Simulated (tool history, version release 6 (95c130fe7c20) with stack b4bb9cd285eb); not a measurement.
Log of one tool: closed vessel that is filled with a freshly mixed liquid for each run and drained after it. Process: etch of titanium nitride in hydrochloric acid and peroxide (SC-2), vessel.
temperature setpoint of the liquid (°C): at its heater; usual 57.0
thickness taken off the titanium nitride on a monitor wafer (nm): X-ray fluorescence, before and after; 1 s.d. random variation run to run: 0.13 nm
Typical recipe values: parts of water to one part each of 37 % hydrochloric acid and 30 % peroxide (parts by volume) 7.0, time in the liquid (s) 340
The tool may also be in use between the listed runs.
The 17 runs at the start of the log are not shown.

run,hour,temperature setpoint of the liquid (°C),parts of water to one part each of 37 % hydrochloric acid and 30 % peroxide (parts by volume),time in the liquid (s),wafers since the last listed run,hours since the thermometer was replaced,hours since the chemicals flow meter was replaced,hours since the drum of peroxide was connected,hours since the gauge calibration,"read-back film thickness of the titanium nitride reference wafer, read on the same gauge (nm)",thickness taken off the titanium nitride on a monitor wafer (nm)
# hour 1004.6: thermometer replaced
18,1016.8,48.0,5.5,410,7227,12.2,460.0,445.2,2303.5,97.03,19.18
19,1046.3,57.0,9.5,340,3245,41.7,489.5,474.7,2333.0,96.95,18.69
# hour 1080.9: gauge calibrated
20,1085.6,57.0,7.0,525,4323,81.0,528.8,514.0,4.7,100.00,38.04
# hour 1117.8: new drum of peroxide connected
21,1144.7,57.0,7.0,340,6391,140.1,587.9,26.9,63.8,100.02,24.69
22,1214.5,57.0,7.0,270,7678,209.9,657.7,96.7,133.6,99.97,19.74
23,1240.1,65.0,7.0,340,2816,235.5,683.3,122.3,159.2,99.99,40.71
24,1264.2,67.0,4.0,195,2651,259.6,707.4,146.4,183.3,99.98,39.78
25,1310.5,61.0,9.0,455,5093,305.9,753.7,192.7,229.6,99.99,34.89
26,1377.4,63.0,7.0,340,7359,372.8,820.6,259.6,296.5,99.96,35.98
27,1441.6,57.0,7.0,340,7062,437.0,884.8,323.8,360.7,99.89,24.76
# hour 1589.8: new drum of peroxide connected
28,1636.4,57.0,7.0,340,21318,631.8,1079.6,46.6,555.5,99.85,24.63
29,1694.2,52.5,9.0,340,6358,689.6,1137.4,104.4,613.3,99.81,15.17
30,1721.6,61.5,9.5,465,3014,717.0,1164.8,131.8,640.7,99.74,35.10

Consider 3 possible next runs. They are alternatives, not a sequence: every one starts from the tool as it was left by run 30. What does each give?
A,1722.3,57.0,7.0,340,77,717.7,1165.5,132.5,641.4,?,?
B,1722.3,50.0,5.0,455,77,717.7,1165.5,132.5,641.4,?,?
C,1722.3,57.0,9.0,270,77,717.7,1165.5,132.5,641.4,?,?

run,"read-back film thickness of the titanium nitride reference wafer, read on the same gauge (nm)",thickness taken off the titanium nitride on a monitor wafer (nm)
A,99.75,24.80
B,99.75,27.02
C,99.75,16.11
Stripped of hidden state, with their random variation kept, the same runs would have yielded:
run,thickness taken off the titanium nitride on a monitor wafer (nm)
A,24.86
B,27.08
C,16.15
